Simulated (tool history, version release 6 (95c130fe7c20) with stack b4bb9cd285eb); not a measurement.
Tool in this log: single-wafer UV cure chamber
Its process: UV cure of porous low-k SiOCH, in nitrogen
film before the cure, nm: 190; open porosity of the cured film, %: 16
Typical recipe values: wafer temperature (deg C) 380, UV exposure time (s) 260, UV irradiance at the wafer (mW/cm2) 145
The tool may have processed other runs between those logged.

| run | hour | wafer temperature (deg C) | UV exposure time (s) | UV irradiance at the wafer (mW/cm2) | wafers since the last listed run | hours since the UV bulbs were replaced | wafers since the quartz window was cleaned | loss of film thickness in the cure (%) |
|---|---|---|---|---|---|---|---|---|
| 1 | 0.0 | 380 | 260 | 145 | 0 | 844.2 | 92 | 11.078 |
| 2 | 33.2 | 380 | 260 | 145 | 186 | 877.4 | 279 | 10.995 |
| 3 | 229.0 | 380 | 260 | 145 | 1102 | 1073.2 | 1381 | 10.754 |
| 4 | 289.2 | 380 | 260 | 145 | 338 | 1133.4 | 1720 | 10.768 |
|  | 426.3 | UV bulbs replaced |
| 5 | 474.3 | 380 | 260 | 145 | 997 | 48.0 | 2718 | 11.937 |
| 6 | 517.2 | 380 | 260 | 145 | 241 | 90.9 | 2959 | 12.098 |
| 7 | 554.9 | 380 | 260 | 145 | 212 | 128.6 | 3171 | 12.268 |
| 8 | 620.7 | 380 | 365 | 145 | 370 | 194.4 | 3542 | 13.383 |
| 9 | 662.6 | 380 | 365 | 145 | 235 | 236.3 | 3778 | 13.170 |
|  | 721.7 | quartz window cleaned |
| 10 | 733.3 | 385 | 335 | 145 | 353 | 307.0 | 65 | 12.946 |
| 11 | 799.9 | 369 | 350 | 123 | 375 | 373.6 | 440 | 12.318 |
| 12 | 830.0 | 380 | 260 | 145 | 169 | 403.7 | 610 | 11.656 |
| 13 | 862.5 | 380 | 260 | 176 | 183 | 436.2 | 793 | 12.591 |

Run 14 comes next. What will it give?
| 14 | 886.5 | 385 | 335 | 145 | 135 | 460.2 | 928 | ? |

{"run 14": {"loss of film thickness in the cure (%)": 13.109}}
With no hidden state in the tool, this same run would have given loss of film thickness in the cure (%) 13.670.
